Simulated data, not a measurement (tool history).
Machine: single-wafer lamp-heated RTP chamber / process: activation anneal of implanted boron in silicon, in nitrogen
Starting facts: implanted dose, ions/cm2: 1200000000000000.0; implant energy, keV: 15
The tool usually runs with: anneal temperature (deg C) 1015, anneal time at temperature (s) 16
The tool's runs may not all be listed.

run	day	anneal temperature (deg C)	anneal time at temperature (s)	read-back reference wafer on the same gauge, sheet resistance	sheet resistance of the implanted and annealed layer (ohm/square)
1	0.000	1015	16	113.04	106.45
2	3.238	1015	16	112.97	105.68
3	4.842	1015	16	112.91	105.31
# day 8.596: reflector plate cleaned
4	9.171	1015	16	113.04	105.80
# day 11.196: pyrometer window cleaned and pyrometer calibrated
5	13.650	1015	16	113.04	106.99
6	16.167	1015	13	112.98	106.67
7	19.154	1015	16	113.04	106.33
8	21.950	1015	16	113.01	105.23
# day 23.558: pyrometer window cleaned and pyrometer calibrated
9	26.012	1015	16	113.12	106.01
10	30.133	999	20	113.05	107.05
# day 30.183: gauge calibrated
11	34.454	1034	12	113.00	103.00
# day 34.900: reflector plate cleaned
# day 36.492: pyrometer window cleaned and pyrometer calibrated
12	37.600	993	25	113.01	111.99
13	40.921	1029	8	112.95	105.78
14	45.342	1015	7	113.03	107.90
# day 49.312: pyrometer window cleaned and pyrometer calibrated
15	49.333	1001	16	112.96	110.61
16	53.458	1015	16	113.08	105.83
# day 55.162: reflector plate cleaned
17	57.183	988	11	113.00	114.80

3 options for the next run, each taken on its own from the tool as it stands now. Forecast them:
A	57.200	1015	16	?	?
B	57.200	1035	26	?	?
C	57.200	987	22	?	?

run	read-back reference wafer on the same gauge, sheet resistance	sheet resistance of the implanted and annealed layer (ohm/square)
A	112.99	105.49
B	112.99	101.77
C	112.99	111.84
With no hidden state in the tool, these same runs would have given:
run	sheet resistance of the implanted and annealed layer (ohm/square)
A	107.01
B	102.66
C	115.48
